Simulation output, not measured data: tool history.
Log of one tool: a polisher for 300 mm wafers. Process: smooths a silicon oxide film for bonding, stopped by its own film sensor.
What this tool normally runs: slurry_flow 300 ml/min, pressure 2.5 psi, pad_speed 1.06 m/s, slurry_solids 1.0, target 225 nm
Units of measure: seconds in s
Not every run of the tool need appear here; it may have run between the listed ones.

run,hour,slurry_flow,pressure,pad_speed,slurry_solids,target,"incoming thickness of the incoming film, nm",seconds
1,0.0,300,2.5,1.06,1.0,225,267.1,43.2
2,17.6,300,2.5,1.06,1.0,225,268.6,46.0
3,29.4,300,2.5,1.06,1.0,225,269.3,46.3
4,41.4,300,2.2,1.06,1.0,225,270.7,55.7
5,47.6,300,2.2,1.06,1.0,225,267.7,52.5
# hour 58.9: worn pad replaced by a new one
6,65.2,300,2.2,1.06,1.0,225,273.2,59.3
7,71.6,380,2.5,1.22,1.0,225,273.5,46.3
8,88.1,380,2.5,1.22,1.0,225,272.9,46.9
# hour 90.1: slurry nozzle cleaned
9,102.0,300,2.5,1.06,1.0,225,272.6,50.0
10,111.5,300,2.5,1.30,1.0,225,269.9,41.1
# hour 115.7: head pressure recalibrated
11,119.0,300,2.5,1.06,1.0,233,266.0,35.2
12,125.5,300,2.5,1.06,1.0,233,270.1,39.5
13,137.4,220,1.7,1.06,1.0,225,266.3,67.2
# hour 144.7: worn pad replaced by a new one
14,151.2,300,2.5,0.82,1.0,225,273.6,60.0
15,163.5,300,2.5,1.06,1.0,225,268.1,47.5
# hour 171.7: slurry blender recalibrated
16,172.2,300,2.5,0.88,0.8,225,266.1,48.4
17,187.0,360,2.5,1.06,1.0,225,266.8,40.6
18,194.3,300,3.0,1.06,1.0,225,268.3,35.6
19,202.0,300,3.3,1.06,1.0,233,271.1,28.3
# hour 236.3: worn pad replaced by a new one
20,242.9,300,2.5,0.82,1.0,219,270.0,57.0
21,275.2,380,2.5,1.24,1.0,240,270.4,26.7
22,290.1,300,1.8,1.06,1.0,225,268.8,61.7
23,305.0,390,2.5,1.06,1.0,225,270.1,44.9
24,314.4,300,2.5,1.06,1.0,225,272.0,48.9
# hour 333.8: worn pad replaced by a new one
25,337.3,325,2.5,0.90,1.0,225,275.1,56.1
# hour 344.8: slurry nozzle cleaned
26,354.4,300,2.5,1.06,1.0,225,268.7,42.9
27,368.1,300,2.5,1.06,1.0,225,275.0,50.1
28,374.6,250,2.5,1.06,1.2,225,270.5,43.6
29,386.6,300,2.5,0.84,1.1,230,271.9,46.8

Branching from run 29: 5 alternative next runs. What would each branch give?
A,387.0,300,2.5,1.06,1.0,225,271.2,?
B,387.0,405,2.5,1.06,1.0,211,271.2,?
C,387.0,375,2.5,1.06,0.8,225,271.2,?
D,387.0,300,2.8,1.06,1.0,225,271.2,?
E,387.0,300,1.7,1.06,1.0,225,271.2,?

run,seconds
A,45.9
B,58.3
C,48.3
D,41.0
E,67.6
Without the tool's unlogged condition, the same runs would have read:
run,seconds
A,43.8
B,55.6
C,45.9
D,39.1
E,64.4
